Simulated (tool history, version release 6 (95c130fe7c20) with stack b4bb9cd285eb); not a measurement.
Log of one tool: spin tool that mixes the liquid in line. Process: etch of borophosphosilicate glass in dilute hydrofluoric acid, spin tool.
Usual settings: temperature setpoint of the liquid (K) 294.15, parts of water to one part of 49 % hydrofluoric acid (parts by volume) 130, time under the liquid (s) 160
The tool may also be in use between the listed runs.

| run | hour | temperature setpoint of the liquid (K) | parts of water to one part of 49 % hydrofluoric acid (parts by volume) | time under the liquid (s) | read-back film thickness of the borophosphosilicate glass reference wafer, read on the same gauge (nm) | thickness taken off the borophosphosilicate glass on a monitor wafer (Å) |
|---|---|---|---|---|---|---|
| 1 | 0 | 294.15 | 130 | 215 | 150 | 594.7 |
| 2 | 25.6 | 294.15 | 130 | 160 | 149.98 | 445.2 |
| 3 | 49.7 | 294.15 | 130 | 160 | 150.01 | 447.5 |
| 4 | 89.3 | 294.15 | 130 | 160 | 149.95 | 443.6 |
| 5 | 134.7 | 294.15 | 130 | 160 | 149.99 | 444.6 |
| 6 | 174.6 | 294.15 | 130 | 160 | 150.04 | 444.8 |
| 7 | 264.5 | 294.15 | 130 | 160 | 149.96 | 445.6 |
| 8 | 311.1 | 294.15 | 160 | 160 | 150 | 347.1 |
| 9 | 378.6 | 294.15 | 160 | 160 | 150.01 | 346.8 |
| 10 | 406.7 | 294.15 | 130 | 160 | 149.99 | 442 |
| 11 | 439.6 | 294.15 | 130 | 160 | 150 | 442.6 |
| 12 | 493.3 | 294.15 | 130 | 160 | 149.99 | 440.8 |
| 13 | 552 | 294.15 | 130 | 160 | 150.06 | 439.1 |
| 14 | 581.9 | 294.15 | 130 | 160 | 150 | 439.5 |
| 15 | 628.4 | 294.15 | 130 | 160 | 150.05 | 440.6 |
|  | 656 | thermometer replaced |
| 16 | 675 | 294.15 | 130 | 160 | 150 | 426.3 |
| 17 | 744.1 | 299.15 | 100 | 85 | 149.99 | 371.2 |
|  | 752.1 | gauge calibrated |
|  | 758.5 | hydrofluoric acid flow meter replaced |
| 18 | 814.2 | 294.15 | 130 | 160 | 150.04 | 425 |
| 19 | 861.7 | 297.15 | 80 | 160 | 149.98 | 823.9 |
| 20 | 931.3 | 290.65 | 155 | 190 | 150.02 | 357 |
|  | 963.4 | thermometer replaced, repeated, since the last time left the tool worse |
| 21 | 992.1 | 291.15 | 130 | 250 | 150.03 | 624.8 |
| 22 | 1028.8 | 290.15 | 165 | 85 | 150.01 | 154.8 |
| 23 | 1055.3 | 294.15 | 130 | 255 | 150 | 715.1 |
| 24 | 1098.1 | 294.15 | 65 | 160 | 150.04 | 966.8 |
| 25 | 1123.1 | 290.15 | 80 | 100 | 149.97 | 407.5 |
| 26 | 1181.4 | 295.65 | 170 | 160 | 150 | 347.6 |
| 27 | 1222.3 | 291.65 | 190 | 80 | 149.98 | 130.6 |
| 28 | 1248.2 | 296.15 | 110 | 90 | 150.04 | 331.3 |
| 29 | 1281.7 | 294.15 | 130 | 160 | 150 | 445.8 |
| 30 | 1319.4 | 298.15 | 160 | 200 | 149.99 | 511.5 |
| 31 | 1377.7 | 294.15 | 130 | 160 | 149.97 | 442.4 |

Forecast each of these 5 alternatives for the next run:
| A | 1378.2 | 294.15 | 130 | 160 | ? | ? |
| B | 1378.2 | 292.65 | 130 | 160 | ? | ? |
| C | 1378.2 | 296.15 | 130 | 225 | ? | ? |
| D | 1378.2 | 294.15 | 160 | 195 | ? | ? |
| E | 1378.2 | 290.65 | 130 | 205 | ? | ? |

| run | read-back film thickness of the borophosphosilicate glass reference wafer, read on the same gauge (nm) | thickness taken off the borophosphosilicate glass on a monitor wafer (Å) |
|---|---|---|
| A | 150.01 | 446 |
| B | 150.01 | 419.8 |
| C | 150.01 | 679 |
| D | 150.01 | 427.8 |
| E | 150.01 | 495.5 |
Without the tool's hidden state the same runs would have given:
| run | thickness taken off the borophosphosilicate glass on a monitor wafer (Å) |
|---|---|
| A | 453.2 |
| B | 426.7 |
| C | 689.7 |
| D | 434.6 |
| E | 503.8 |

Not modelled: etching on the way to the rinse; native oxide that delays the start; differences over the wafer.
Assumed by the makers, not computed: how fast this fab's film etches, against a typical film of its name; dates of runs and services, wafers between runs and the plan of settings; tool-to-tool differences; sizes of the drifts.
